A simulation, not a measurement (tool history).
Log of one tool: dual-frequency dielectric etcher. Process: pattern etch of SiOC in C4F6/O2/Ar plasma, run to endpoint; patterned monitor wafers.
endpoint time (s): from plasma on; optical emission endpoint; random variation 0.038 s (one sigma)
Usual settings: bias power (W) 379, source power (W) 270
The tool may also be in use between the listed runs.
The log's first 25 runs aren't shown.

run	hour	bias power (W)	source power (W)	wafers since the last listed run	hours since the last wet clean	hours since the last bias power generator calibration	hours since the last source power generator calibration	hours since the last upper electrode change	incoming incoming film thickness, nm	endpoint time (s)
26	2151	379	270	801	134.9	187.4	2192.3	1380.2	28.58	12.5
27	2235.6	442	240	732	219.5	272	2276.9	1464.8	29.05	12.6
# hour 2328.4: source power generator calibrated
28	2329	286	270	773	312.9	365.4	0.6	1558.2	28.69	12.9
29	2381.9	379	270	457	365.8	418.3	53.5	1611.1	28.88	12.3
30	2461.8	379	210	691	445.7	498.2	133.4	1691	28.77	13.1
31	2566.8	411	240	908	550.7	603.2	238.4	1796	28.8	12.4
32	2626.2	438	230	514	610.1	662.6	297.8	1855.4	28.93	12.4
# hour 2838.5: wet clean of the chamber
33	2841.9	379	270	1659	3.4	878.3	513.5	2071.1	28.79	12.6
34	3126	379	270	2458	287.5	1162.4	797.6	2355.2	28.6	12.4

Forecast each of these 5 alternatives for the next run:
A	3126.4	379	270	3	287.9	1162.8	798	2355.6	28.93	?
B	3126.4	349	320	3	287.9	1162.8	798	2355.6	28.93	?
C	3126.4	310	250	3	287.9	1162.8	798	2355.6	28.93	?
D	3126.4	458	240	3	287.9	1162.8	798	2355.6	28.93	?
E	3126.4	297	240	3	287.9	1162.8	798	2355.6	28.93	?

run	endpoint time (s)
A	12.5
B	12.1
C	13.3
D	12.4
E	13.5
Without the tool's hidden state the same runs would have given:
run	endpoint time (s)
A	12.6
B	12.2
C	13.4
D	12.5
E	13.6

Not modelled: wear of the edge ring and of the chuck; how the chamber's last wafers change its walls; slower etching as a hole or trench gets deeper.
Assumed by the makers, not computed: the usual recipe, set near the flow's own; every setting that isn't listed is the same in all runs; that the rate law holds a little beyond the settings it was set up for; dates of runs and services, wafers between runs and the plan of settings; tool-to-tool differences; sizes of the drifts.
